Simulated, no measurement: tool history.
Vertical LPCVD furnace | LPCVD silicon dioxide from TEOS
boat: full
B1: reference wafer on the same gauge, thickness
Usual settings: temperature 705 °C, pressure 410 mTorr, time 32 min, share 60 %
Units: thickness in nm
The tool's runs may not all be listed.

run 1 hour=0 | temperature=705 pressure=455 time=32 share=60 | B1=326.84 | thickness=317.87
run 2 hour=97.1 | temperature=705 pressure=455 time=32 share=60 | B1=326.95 | thickness=318.02
run 3 hour=197 | temperature=705 pressure=410 time=37.5 share=60 | B1=327 | thickness=355.54
run 4 hour=278.2 | temperature=705 pressure=410 time=37.5 share=60 | B1=327.04 | thickness=357.12
-- hour=356 gauge calibrated
run 5 hour=372.5 | temperature=705 pressure=410 time=37.5 share=60 | B1=326.71 | thickness=358.07
run 6 hour=443.8 | temperature=702 pressure=410 time=32 share=60 | B1=326.81 | thickness=285.69
run 7 hour=508.4 | temperature=705 pressure=410 time=32 share=60 | B1=327.23 | thickness=307.33

The next listed run, before its measurement:
run 8 hour=573.4 | temperature=705 pressure=410 time=32 share=60 | B1=? | thickness=?

{"run 8": {"B1": 327, "thickness": 307.27}}
Without the tool's hidden state the same run would have given thickness 284.7 nm.

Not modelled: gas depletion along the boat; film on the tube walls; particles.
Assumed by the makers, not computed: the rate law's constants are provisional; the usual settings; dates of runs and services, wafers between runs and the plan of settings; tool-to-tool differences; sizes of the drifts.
